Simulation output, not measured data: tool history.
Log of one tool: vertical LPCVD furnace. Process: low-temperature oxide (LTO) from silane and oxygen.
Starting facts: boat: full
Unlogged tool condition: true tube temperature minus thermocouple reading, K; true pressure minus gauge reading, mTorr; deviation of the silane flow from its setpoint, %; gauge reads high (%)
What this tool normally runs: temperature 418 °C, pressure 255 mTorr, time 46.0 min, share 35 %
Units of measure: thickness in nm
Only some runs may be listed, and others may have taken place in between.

| run | hour | temperature | pressure | time | share | wafers since the last listed run | hours since the last temperature calibration | hours since the pressure gauge was zeroed | hours since the silane flow controller was replaced | hours since the gauge calibration | read-back reference wafer on the same gauge, thickness | thickness |
|---|---|---|---|---|---|---|---|---|---|---|---|---|
| 1 | 0.0 | 418 | 255 | 46.0 | 35 | 0 | 3051.8 | 3678.3 | 2186.0 | 273.5 | 427.15 | 470.95 |
| 2 | 54.4 | 418 | 255 | 46.0 | 35 | 962 | 3106.2 | 3732.7 | 2240.4 | 327.9 | 427.14 | 471.04 |
| 3 | 99.6 | 418 | 255 | 46.0 | 35 | 799 | 3151.4 | 3777.9 | 2285.6 | 373.1 | 426.93 | 471.00 |
| 4 | 144.1 | 418 | 255 | 46.0 | 35 | 787 | 3195.9 | 3822.4 | 2330.1 | 417.6 | 426.75 | 471.34 |
| 5 | 185.7 | 418 | 255 | 46.0 | 35 | 736 | 3237.5 | 3864.0 | 2371.7 | 459.2 | 426.78 | 468.34 |
| 6 | 253.1 | 418 | 255 | 46.0 | 35 | 1192 | 3304.9 | 3931.4 | 2439.1 | 526.6 | 426.82 | 465.99 |
| 7 | 349.3 | 418 | 255 | 46.0 | 35 | 1702 | 3401.1 | 4027.6 | 2535.3 | 622.8 | 426.71 | 463.34 |
|  | 402.4 | thermocouples replaced and temperature profile calibrated |
| 8 | 402.9 | 418 | 255 | 46.0 | 35 | 523 | 0.5 | 4081.2 | 2588.9 | 676.4 | 426.61 | 462.00 |
|  | 450.8 | silane flow controller replaced |
| 9 | 460.2 | 418 | 255 | 46.0 | 35 | 589 | 57.8 | 4138.5 | 9.4 | 733.7 | 427.13 | 489.07 |
| 10 | 536.3 | 418 | 255 | 62.5 | 35 | 1346 | 133.9 | 4214.6 | 85.5 | 809.8 | 427.11 | 666.61 |
| 11 | 575.0 | 418 | 255 | 62.0 | 35 | 684 | 172.6 | 4253.3 | 124.2 | 848.5 | 427.40 | 661.77 |
| 12 | 637.3 | 423 | 255 | 46.0 | 35 | 1102 | 234.9 | 4315.6 | 186.5 | 910.8 | 427.14 | 516.62 |
|  | 645.9 | gauge calibrated |
| 13 | 685.8 | 418 | 255 | 46.0 | 35 | 858 | 283.4 | 4364.1 | 235.0 | 39.9 | 427.15 | 490.46 |
|  | 783.1 | pressure gauge zeroed |
| 14 | 783.6 | 411 | 255 | 46.0 | 35 | 1305 | 381.2 | 0.5 | 332.8 | 137.7 | 426.82 | 427.18 |
| 15 | 844.1 | 411 | 255 | 46.0 | 40 | 1070 | 441.7 | 61.0 | 393.3 | 198.2 | 427.52 | 503.74 |
| 16 | 903.4 | 418 | 205 | 46.0 | 35 | 1049 | 501.0 | 120.3 | 452.6 | 257.5 | 427.22 | 373.62 |
| 17 | 947.8 | 418 | 255 | 46.0 | 35 | 785 | 545.4 | 164.7 | 497.0 | 301.9 | 427.09 | 463.04 |
| 18 | 1000.7 | 418 | 255 | 40.0 | 35 | 936 | 598.3 | 217.6 | 549.9 | 354.8 | 427.19 | 404.46 |

3 ways to go on from here, each from the tool as it stands after run 18. What would each give?
| A | 1005.2 | 418 | 255 | 46.0 | 35 | 79 | 602.8 | 222.1 | 554.4 | 359.3 | ? | ? |
| B | 1005.2 | 408 | 285 | 29.0 | 39 | 79 | 602.8 | 222.1 | 554.4 | 359.3 | ? | ? |
| C | 1005.2 | 426 | 215 | 30.5 | 31 | 79 | 602.8 | 222.1 | 554.4 | 359.3 | ? | ? |

| run | read-back reference wafer on the same gauge, thickness | thickness |
|---|---|---|
| A | 427.00 | 464.55 |
| B | 427.00 | 336.56 |
| C | 427.00 | 240.56 |
Stripped of hidden state, with their random variation kept, the same runs would have yielded:
| run | thickness |
|---|---|
| A | 468.56 |
| B | 339.11 |
| C | 242.93 |
